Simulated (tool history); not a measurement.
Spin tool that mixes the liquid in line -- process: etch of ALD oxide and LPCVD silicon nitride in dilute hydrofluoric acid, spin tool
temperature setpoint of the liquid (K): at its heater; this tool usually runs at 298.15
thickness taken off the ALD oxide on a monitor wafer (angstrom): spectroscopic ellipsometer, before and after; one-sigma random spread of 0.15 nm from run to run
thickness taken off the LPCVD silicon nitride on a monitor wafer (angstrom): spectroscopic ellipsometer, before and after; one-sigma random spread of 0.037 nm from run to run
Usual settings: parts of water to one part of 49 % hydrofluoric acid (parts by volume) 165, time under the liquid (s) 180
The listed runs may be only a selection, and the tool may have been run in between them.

| run | day | temperature setpoint of the liquid (K) | parts of water to one part of 49 % hydrofluoric acid (parts by volume) | time under the liquid (s) | read-back film thickness of the ALD oxide reference wafer, read on the same gauge (nm) | read-back film thickness of the LPCVD silicon nitride reference wafer, read on the same gauge (nm) | thickness taken off the ALD oxide on a monitor wafer (angstrom) | thickness taken off the LPCVD silicon nitride on a monitor wafer (angstrom) |
|---|---|---|---|---|---|---|---|---|
| 1 | 0 | 300.15 | 165 | 105 | 79.94 | 50.028 | 93.4 | 3.1 |
| 2 | 2.258 | 298.15 | 165 | 180 | 80 | 49.977 | 145.1 | 4.48 |
| 3 | 3.796 | 298.15 | 190 | 180 | 80 | 50.009 | 125.5 | 4.16 |
| 4 | 5.971 | 293.65 | 235 | 90 | 80.01 | 50.004 | 40.2 | 1.31 |
| 5 | 8.779 | 298.15 | 220 | 100 | 79.99 | 49.958 | 56.9 | 1.99 |
|  | 10.1 | gauge calibrated |
| 6 | 10.829 | 294.15 | 200 | 85 | 79.99 | 49.994 | 47.1 | 1.4 |
| 7 | 13.562 | 295.65 | 165 | 180 | 80 | 49.983 | 131.3 | 4.13 |
| 8 | 16.338 | 298.15 | 165 | 180 | 79.98 | 49.999 | 144.7 | 4.42 |
| 9 | 18.675 | 302.15 | 145 | 210 | 80.03 | 50.048 | 229.3 | 6.8 |
| 10 | 20.679 | 298.15 | 165 | 180 | 80.05 | 49.997 | 147.2 | 4.65 |
| 11 | 23.588 | 296.15 | 105 | 235 | 79.93 | 49.999 | 292.9 | 7.22 |
| 12 | 26.35 | 298.15 | 190 | 105 | 80.04 | 49.979 | 70.9 | 2.6 |
| 13 | 28.112 | 300.15 | 100 | 100 | 80.03 | 49.977 | 154.4 | 4.32 |
|  | 29.379 | hydrofluoric acid flow meter replaced |
| 14 | 33.496 | 295.15 | 240 | 110 | 80.01 | 49.975 | 49.7 | 1.55 |
|  | 33.583 | thermometer replaced |
| 15 | 36.133 | 296.65 | 225 | 235 | 79.98 | 50.024 | 132.1 | 4.7 |
| 16 | 38.321 | 298.15 | 165 | 180 | 80.01 | 49.975 | 158.7 | 5.41 |
| 17 | 39.442 | 296.15 | 135 | 180 | 80.04 | 49.983 | 187.4 | 5.47 |
| 18 | 41.004 | 298.15 | 130 | 150 | 80.03 | 49.995 | 171.4 | 6.27 |
| 19 | 43.279 | 298.15 | 130 | 180 | 80 | 49.996 | 208.8 | 6.81 |
| 20 | 45.333 | 298.15 | 220 | 180 | 79.98 | 50.003 | 111.6 | 4 |
| 21 | 46.721 | 302.65 | 165 | 130 | 79.99 | 49.977 | 132.3 | 4.98 |
| 22 | 48.692 | 302.15 | 215 | 265 | 79.97 | 50.005 | 191 | 6.83 |
| 23 | 51.267 | 294.15 | 85 | 180 | 79.93 | 49.99 | 283.8 | 7.66 |
| 24 | 52.504 | 296.15 | 200 | 135 | 79.98 | 50.009 | 87.8 | 2.89 |
| 25 | 53.783 | 298.15 | 165 | 180 | 79.94 | 49.999 | 155 | 5.52 |

5 options for the next run, each taken on its own from the tool as it stands now. Forecast them:
| A | 53.804 | 294.65 | 165 | 180 | ? | ? | ? | ? |
| B | 53.804 | 294.65 | 130 | 285 | ? | ? | ? | ? |
| C | 53.804 | 300.65 | 225 | 145 | ? | ? | ? | ? |
| D | 53.804 | 301.65 | 95 | 280 | ? | ? | ? | ? |
| E | 53.804 | 298.15 | 165 | 115 | ? | ? | ? | ? |

| run | read-back film thickness of the ALD oxide reference wafer, read on the same gauge (nm) | read-back film thickness of the LPCVD silicon nitride reference wafer, read on the same gauge (nm) | thickness taken off the ALD oxide on a monitor wafer (angstrom) | thickness taken off the LPCVD silicon nitride on a monitor wafer (angstrom) |
|---|---|---|---|---|
| A | 80.01 | 49.982 | 135 | 3.93 |
| B | 80.01 | 49.982 | 281.6 | 7.86 |
| C | 80.01 | 49.982 | 93.4 | 3.41 |
| D | 80.01 | 49.982 | 519.6 | 16.64 |
| E | 80.01 | 49.982 | 98.6 | 3.15 |
With the hidden condition removed and each run's random variation left untouched, the same runs would have given:
| run | thickness taken off the ALD oxide on a monitor wafer (angstrom) | thickness taken off the LPCVD silicon nitride on a monitor wafer (angstrom) |
|---|---|---|
| A | 138.6 | 4.11 |
| B | 289.2 | 8.22 |
| C | 95.6 | 3.55 |
| D | 533.1 | 17.37 |
| E | 101.2 | 3.29 |
